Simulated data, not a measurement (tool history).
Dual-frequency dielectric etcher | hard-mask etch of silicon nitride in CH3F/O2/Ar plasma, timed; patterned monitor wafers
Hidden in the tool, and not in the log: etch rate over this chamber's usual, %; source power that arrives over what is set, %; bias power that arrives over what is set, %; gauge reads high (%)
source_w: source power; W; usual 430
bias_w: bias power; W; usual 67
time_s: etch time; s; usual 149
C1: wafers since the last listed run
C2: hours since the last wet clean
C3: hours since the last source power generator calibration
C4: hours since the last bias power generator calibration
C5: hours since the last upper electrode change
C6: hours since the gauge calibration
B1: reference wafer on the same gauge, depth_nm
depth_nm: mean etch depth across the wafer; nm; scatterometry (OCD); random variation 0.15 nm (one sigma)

run 1 hour=0 | source_w=490 bias_w=67 time_s=149 | C1=0 C2=415.7 C3=4702 C4=2583.9 C5=6298.9 C6=62.7 | B1=83 | depth_nm=108.3
run 2 hour=12.6 | source_w=490 bias_w=67 time_s=149 | C1=119 C2=428.3 C3=4714.6 C4=2596.5 C5=6311.5 C6=75.3 | B1=83 | depth_nm=108.2
run 3 hour=111.8 | source_w=430 bias_w=76 time_s=149 | C1=938 C2=527.5 C3=4813.8 C4=2695.7 C5=6410.7 C6=174.5 | B1=83 | depth_nm=109
run 4 hour=144.2 | source_w=430 bias_w=76 time_s=149 | C1=306 C2=559.9 C3=4846.2 C4=2728.1 C5=6443.1 C6=206.9 | B1=83 | depth_nm=109.2
-- hour=157.3 gauge calibrated
-- hour=166 source power generator calibrated
run 5 hour=172.5 | source_w=430 bias_w=67 time_s=149 | C1=229 C2=588.2 C3=6.5 C4=2756.4 C5=6471.4 C6=15.2 | B1=83 | depth_nm=104.9
-- hour=180.1 bias power generator calibrated
run 6 hour=200.2 | source_w=430 bias_w=67 time_s=149 | C1=224 C2=615.9 C3=34.2 C4=20.1 C5=6499.1 C6=42.9 | B1=83 | depth_nm=104.8
run 7 hour=215.2 | source_w=380 bias_w=67 time_s=149 | C1=141 C2=630.9 C3=49.2 C4=35.1 C5=6514.1 C6=57.9 | B1=83 | depth_nm=101
-- hour=243 upper electrode replaced
run 8 hour=243.5 | source_w=430 bias_w=67 time_s=179.5 | C1=40 C2=659.2 C3=77.5 C4=63.4 C5=0.5 C6=86.2 | B1=83 | depth_nm=126.8
-- hour=270.7 wet clean of the chamber
run 9 hour=271.2 | source_w=360 bias_w=75 time_s=149 | C1=34 C2=0.5 C3=105.2 C4=91.1 C5=28.2 C6=113.9 | B1=83 | depth_nm=100.2
run 10 hour=271.5 | source_w=370 bias_w=77 time_s=178.5 | C1=2 C2=0.8 C3=105.5 C4=91.4 C5=28.5 C6=114.2 | B1=83 | depth_nm=122
run 11 hour=281.3 | source_w=480 bias_w=67 time_s=115 | C1=92 C2=10.6 C3=115.3 C4=101.2 C5=38.3 C6=124 | B1=83 | depth_nm=81.4
run 12 hour=295.9 | source_w=480 bias_w=81 time_s=129.5 | C1=138 C2=25.2 C3=129.9 C4=115.8 C5=52.9 C6=138.6 | B1=83 | depth_nm=98
run 13 hour=310.5 | source_w=430 bias_w=67 time_s=149 | C1=138 C2=39.8 C3=144.5 C4=130.4 C5=67.5 C6=153.2 | B1=83 | depth_nm=102.1
run 14 hour=325.2 | source_w=430 bias_w=67 time_s=149 | C1=139 C2=54.5 C3=159.2 C4=145.1 C5=82.2 C6=167.9 | B1=83 | depth_nm=102.1
run 15 hour=347.1 | source_w=480 bias_w=52 time_s=149 | C1=207 C2=76.4 C3=181.1 C4=167 C5=104.1 C6=189.8 | B1=83 | depth_nm=97.3

Forecast each of these 5 alternatives for the next run:
run A hour=347.6 | source_w=430 bias_w=67 time_s=178.5 | C1=4 C2=76.9 C3=181.6 C4=167.5 C5=104.6 C6=190.3 | B1=? | depth_nm=?
run B hour=347.6 | source_w=350 bias_w=58 time_s=149 | C1=4 C2=76.9 C3=181.6 C4=167.5 C5=104.6 C6=190.3 | B1=? | depth_nm=?
run C hour=347.6 | source_w=480 bias_w=76 time_s=112.5 | C1=4 C2=76.9 C3=181.6 C4=167.5 C5=104.6 C6=190.3 | B1=? | depth_nm=?
run D hour=347.6 | source_w=430 bias_w=67 time_s=133 | C1=4 C2=76.9 C3=181.6 C4=167.5 C5=104.6 C6=190.3 | B1=? | depth_nm=?
run E hour=347.6 | source_w=530 bias_w=51 time_s=149 | C1=4 C2=76.9 C3=181.6 C4=167.5 C5=104.6 C6=190.3 | B1=? | depth_nm=?

run=A B1=83 depth_nm=122.6
run=B B1=83 depth_nm=91.3
run=C B1=83 depth_nm=83.6
run=D B1=83 depth_nm=91.3
run=E B1=83 depth_nm=100.3
Without the tool's hidden state the same runs would have given:
run=A depth_nm=121.8
run=B depth_nm=90.7
run=C depth_nm=83
run=D depth_nm=90.7
run=E depth_nm=99.7

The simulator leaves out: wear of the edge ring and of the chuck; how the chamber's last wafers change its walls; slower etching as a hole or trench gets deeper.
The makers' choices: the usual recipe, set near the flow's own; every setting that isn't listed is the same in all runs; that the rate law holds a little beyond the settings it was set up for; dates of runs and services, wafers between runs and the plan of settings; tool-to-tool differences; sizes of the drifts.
